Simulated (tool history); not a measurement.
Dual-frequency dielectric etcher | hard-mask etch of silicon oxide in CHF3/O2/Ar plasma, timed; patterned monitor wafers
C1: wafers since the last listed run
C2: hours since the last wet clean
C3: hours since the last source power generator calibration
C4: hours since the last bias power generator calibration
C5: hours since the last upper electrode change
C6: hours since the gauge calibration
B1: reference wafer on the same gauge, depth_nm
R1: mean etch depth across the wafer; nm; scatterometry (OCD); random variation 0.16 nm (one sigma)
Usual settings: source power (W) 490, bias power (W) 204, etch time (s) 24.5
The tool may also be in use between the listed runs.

{"run": 1, "hour": 0.0, "source power (W)": 490, "bias power (W)": 204, "etch time (s)": 24.5, "C1": 0, "C2": 158.6, "C3": 1384.3, "C4": 1780.3, "C5": 4934.6, "C6": 86.1, "B1": 36.39, "R1": 40.8}
{"run": 2, "hour": 17.9, "source power (W)": 490, "bias power (W)": 204, "etch time (s)": 24.5, "C1": 243, "C2": 176.5, "C3": 1402.2, "C4": 1798.2, "C5": 4952.5, "C6": 104, "B1": 36.38, "R1": 40.97}
{"run": 3, "hour": 53.0, "source power (W)": 490, "bias power (W)": 204, "etch time (s)": 24.5, "C1": 478, "C2": 211.6, "C3": 1437.3, "C4": 1833.3, "C5": 4987.6, "C6": 139.1, "B1": 36.39, "R1": 41}
{"run": 4, "hour": 69.4, "source power (W)": 490, "bias power (W)": 204, "etch time (s)": 24.5, "C1": 223, "C2": 228, "C3": 1453.7, "C4": 1849.7, "C5": 5004, "C6": 155.5, "B1": 36.41, "R1": 41.17}
{"run": 5, "hour": 101.7, "source power (W)": 490, "bias power (W)": 186, "etch time (s)": 24.5, "C1": 439, "C2": 260.3, "C3": 1486, "C4": 1882, "C5": 5036.3, "C6": 187.8, "B1": 36.4, "R1": 40.27}
{"run": 6, "hour": 115.3, "source power (W)": 490, "bias power (W)": 186, "etch time (s)": 24.5, "C1": 185, "C2": 273.9, "C3": 1499.6, "C4": 1895.6, "C5": 5049.9, "C6": 201.4, "B1": 36.4, "R1": 39.63}
{"run": 7, "hour": 168.5, "source power (W)": 490, "bias power (W)": 204, "etch time (s)": 24.5, "C1": 724, "C2": 327.1, "C3": 1552.8, "C4": 1948.8, "C5": 5103.1, "C6": 254.6, "B1": 36.41, "R1": 41.68}
{"run": 8, "hour": 189.4, "source power (W)": 490, "bias power (W)": 204, "etch time (s)": 24.5, "C1": 284, "C2": 348, "C3": 1573.7, "C4": 1969.7, "C5": 5124, "C6": 275.5, "B1": 36.39, "R1": 41.61}
{"hour": 206.7, "done": "gauge calibrated"}
{"hour": 211.1, "done": "bias power generator calibrated"}
{"hour": 231.3, "done": "upper electrode replaced, of another model than before"}
{"run": 9, "hour": 231.8, "source power (W)": 490, "bias power (W)": 204, "etch time (s)": 24.5, "C1": 247, "C2": 390.4, "C3": 1616.1, "C4": 20.7, "C5": 0.5, "C6": 25.1, "B1": 36.41, "R1": 41.96}
{"run": 10, "hour": 239.1, "source power (W)": 490, "bias power (W)": 204, "etch time (s)": 24.5, "C1": 99, "C2": 397.7, "C3": 1623.4, "C4": 28, "C5": 7.8, "C6": 32.4, "B1": 36.4, "R1": 41.91}

Run 11 comes next. What will it give?
{"hour": 263.6, "done": "wet clean of the chamber"}
{"run": 11, "hour": 268.4, "source power (W)": 390, "bias power (W)": 185, "etch time (s)": 27.5, "C1": 72, "C2": 4.8, "C3": 1652.7, "C4": 57.3, "C5": 37.1, "C6": 61.7, "B1": "?", "R1": "?"}

{"run 11": {"B1": 36.4, "R1": 40.86}}
Without the tool's hidden state the same run would have given R1 40.82 nm.
